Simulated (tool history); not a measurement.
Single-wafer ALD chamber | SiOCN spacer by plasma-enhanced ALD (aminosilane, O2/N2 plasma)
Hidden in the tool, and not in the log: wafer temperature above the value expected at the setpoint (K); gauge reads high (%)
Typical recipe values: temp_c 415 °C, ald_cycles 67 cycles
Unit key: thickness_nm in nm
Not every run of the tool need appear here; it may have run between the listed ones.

run	hour	temp_c	ald_cycles	wafers since the last listed run	hours since the last thermocouple change	hours since the gauge calibration	read-back reference wafer on the same gauge, thickness_nm	thickness_nm
1	0	415	67	0	1203.5	296	4.662	4.101
2	12.9	407	67	64	1216.4	308.9	4.66	4.226
3	30.2	407	67	87	1233.7	326.2	4.653	4.241
4	42.8	407	67	63	1246.3	338.8	4.653	4.214
5	60.2	415	67	87	1263.7	356.2	4.648	4.105
6	67	421	67	34	1270.5	363	4.646	4.019
7	82.4	415	67	77	1285.9	378.4	4.638	4.1
8	88.9	415	67	32	1292.4	384.9	4.639	4.106
9	105.5	415	67	83	1309	401.5	4.635	4.083
10	116.1	415	61	53	1319.6	412.1	4.627	3.709
11	125.9	415	61	49	1329.4	421.9	4.628	3.74
12	136.2	415	61	51	1339.7	432.2	4.625	3.724
13	150.5	415	70	71	1354	446.5	4.621	4.242
14	159.7	415	57	46	1363.2	455.7	4.616	3.473
15	173.1	415	67	67	1376.6	469.1	4.613	4.084
# hour 175.3: gauge calibrated
16	185.4	415	75	61	1388.9	10.1	4.707	4.637
17	194.6	415	75	46	1398.1	19.3	4.704	4.638
18	200.8	415	75	31	1404.3	25.5	4.705	4.649
19	216.3	415	67	77	1419.8	41	4.708	4.156
20	233	415	67	84	1436.5	57.7	4.704	4.163
21	247.4	415	67	72	1450.9	72.1	4.706	4.156
22	259.7	429	73	61	1463.2	84.4	4.706	4.299
23	268.4	428	56	43	1471.9	93.1	4.702	3.302
24	284.6	403	80	81	1488.1	109.3	4.704	5.19
25	291.5	405	57	34	1495	116.2	4.701	3.655
26	300.3	415	67	44	1503.8	125	4.698	4.145
27	317.6	420	72	87	1521.1	142.3	4.701	4.374
# hour 328.4: thermocouple changed; heater temperature recalibrated
28	328.9	415	61	16	0.5	153.6	4.697	3.773
29	338.3	427	74	47	9.9	163	4.694	4.379
30	352.1	415	75	69	23.7	176.8	4.692	4.646
31	363.8	422	57	58	35.4	188.5	4.692	3.423
32	370.6	406	79	34	42.2	195.3	4.693	5.048
33	381.9	415	67	56	53.5	206.6	4.688	4.148
34	397.8	415	76	79	69.4	222.5	4.688	4.697
35	427.9	406	56	151	99.5	252.6	4.681	3.579
36	434.5	415	67	33	106.1	259.2	4.684	4.113
37	444.3	415	67	49	115.9	269	4.677	4.13
38	454.3	428	67	50	125.9	279	4.675	3.927
39	501.4	403	67	236	173	326.1	4.666	4.289
40	507.8	415	67	32	179.4	332.5	4.664	4.13
41	516.7	425	77	44	188.3	341.4	4.664	4.568
42	525	410	55	41	196.6	349.7	4.662	3.435

Some steps in thickness_nm, run to run, broken into two amounts with sign: the step expected even without the hidden condition (settings, incoming material, random variation), and the rest, left for the hidden condition together with whatever gauge scatter is not in both the measured and the hidden-condition-free result:
Run 12 -> 13: ald_cycles 61 -> 70. thickness_nm +0.518 nm: hidden state -0.011, all else +0.529.
Run 14 -> 15: ald_cycles 57 -> 67. thickness_nm +0.611 nm: hidden state -0.014, all else +0.625.
Run 15 -> 16: ald_cycles 67 -> 75, gauge calibrated. thickness_nm +0.553 nm: hidden state +0.085, all else +0.468.
Run 23 -> 24: temp_c 428 -> 403, ald_cycles 56 -> 80. thickness_nm +1.888 nm: hidden state +0.004, all else +1.884.
Run 24 -> 25: temp_c 403 -> 405, ald_cycles 80 -> 57. thickness_nm -1.535 nm: hidden state -0.004, all else -1.531.
Run 31 -> 32: temp_c 422 -> 406, ald_cycles 57 -> 79. thickness_nm +1.625 nm: hidden state -0.001, all else +1.626.
